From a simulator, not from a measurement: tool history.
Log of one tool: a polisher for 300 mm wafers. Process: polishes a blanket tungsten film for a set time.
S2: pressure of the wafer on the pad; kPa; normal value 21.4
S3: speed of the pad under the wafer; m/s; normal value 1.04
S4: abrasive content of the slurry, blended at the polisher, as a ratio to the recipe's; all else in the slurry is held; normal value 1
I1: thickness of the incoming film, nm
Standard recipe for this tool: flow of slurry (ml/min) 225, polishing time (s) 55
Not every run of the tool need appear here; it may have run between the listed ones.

Run 1, hour 0: usual settings; I1 1560.3. Result: film removed (angstrom) 2089.
At hour 12.7: slurry blender recalibrated.
Run 2, hour 16.2: usual settings; I1 1591.9. Result: film removed (angstrom) 2090.
Run 3, hour 97.5: usual settings; I1 1549.8. Result: film removed (angstrom) 2043.
Run 4, hour 110.2: usual settings; I1 1549.7. Result: film removed (angstrom) 2010.
At hour 127.7: worn pad replaced by a new one.
Run 5, hour 136.2: usual settings but flow of slurry (ml/min) 155, S2 19.3 kPa, S4 1.25; I1 1564.5. Result: film removed (angstrom) 1742.
Run 6, hour 150.3: usual settings but S2 26.9 kPa, S3 0.78 m/s; I1 1572.6. Result: film removed (angstrom) 2016.
Run 7, hour 180.9: usual settings but S2 28.3 kPa, S3 1.34 m/s, S4 0.9, polishing time (s) 42; I1 1559. Result: film removed (angstrom) 2394.
Run 8, hour 204.2: usual settings but S4 1.25; I1 1565. Result: film removed (angstrom) 2119.
At hour 211.4: slurry nozzle cleaned.
At hour 214.3: slurry tank refilled with fresh slurry and peroxide.
Run 9, hour 238.5: usual settings but S2 19.3 kPa; I1 1600.4. Result: film removed (angstrom) 1950.
Run 10, hour 252.9: usual settings but S4 1.15; I1 1577.9. Result: film removed (angstrom) 2186.
Run 11, hour 265.9: usual settings but S4 0.8, polishing time (s) 37; I1 1590.3. Result: film removed (angstrom) 1376.
Run 12, hour 286.1: usual settings; I1 1549.2. Result: film removed (angstrom) 2069.
Run 13, hour 316.2: usual settings but flow of slurry (ml/min) 290, S2 19.3 kPa, S3 0.7 m/s, S4 0.85; I1 1584.7. Result: film removed (angstrom) 1392.
At hour 342.6: worn pad replaced by a new one.
Run 14, hour 347.5: usual settings; I1 1598.6. Result: film removed (angstrom) 2092.
Run 15, hour 380.9: usual settings but S4 0.85, polishing time (s) 47; I1 1575.8. Result: film removed (angstrom) 1716.
Run 16, hour 394.8: usual settings but flow of slurry (ml/min) 300, S2 14.5 kPa, S3 0.72 m/s; I1 1581.3. Result: film removed (angstrom) 1128.
Run 17, hour 426.4: usual settings but S4 0.8; I1 1573.9. Result: film removed (angstrom) 1954.
At hour 443.4: slurry blender recalibrated.
Run 18, hour 455.3: usual settings but flow of slurry (ml/min) 270, S3 1.36 m/s, S4 1.1, polishing time (s) 48; I1 1578. Result: film removed (angstrom) 2377.
Run 19, hour 472.4: usual settings but S2 17.2 kPa, S3 1.36 m/s, polishing time (s) 63; I1 1582.4. Result: film removed (angstrom) 2480.
At hour 479.6: slurry tank refilled with fresh slurry and peroxide.
Run 20, hour 548.7: usual settings but flow of slurry (ml/min) 295, S2 15.9 kPa; I1 1576.7. Result: film removed (angstrom) 1608.
At hour 554.4: worn pad replaced by a new one.
Run 21, hour 566.6: usual settings but flow of slurry (ml/min) 170; I1 1589.9. Result: film removed (angstrom) 2004.
At hour 582.3: head pressure recalibrated.
Run 22, hour 600.6: usual settings; I1 1580.3. Result: film removed (angstrom) 2041.
Run 23, hour 615.2: usual settings but flow of slurry (ml/min) 295, S3 0.86 m/s, S4 0.8, polishing time (s) 69; I1 1588.8. Result: film removed (angstrom) 2175.
Run 24, hour 646.9: usual settings but S3 0.94 m/s; I1 1578.5. Result: film removed (angstrom) 1957.
Run 25, hour 661.6: usual settings but polishing time (s) 65; I1 1567.8. Result: film removed (angstrom) 2454.
Run 26, hour 692.6: usual settings but S2 25.5 kPa, S3 0.82 m/s, polishing time (s) 74; I1 1554.6. Result: film removed (angstrom) 2723.

The tool's hidden state at each run:
removal rate lost through wear of the pad, %: 0 on each run
deviation of the head's pressure from its setpoint, %: 0 on each run
abrasive missing from the slurry, %: 0 on each run
peroxide lost from the slurry, %: 0 on each run
H1: slurry flow missing at the pad, %
run    H1
  1  18.7
  2  19.4
  3  23.7
  4  24.4
  5  25.9
  6  26.7
  7  28.6
  8  30.1
  9  2.77
 10  2.81
 11  2.87
 12  2.98
 13   3.2
 14  3.52
 15  3.95
 16  4.15
 17  4.68
 18  5.24
 19   5.6
 20  7.52
 21  8.04
 22   9.1
 23  9.58
 24  10.7
 25  11.2
 26  12.5
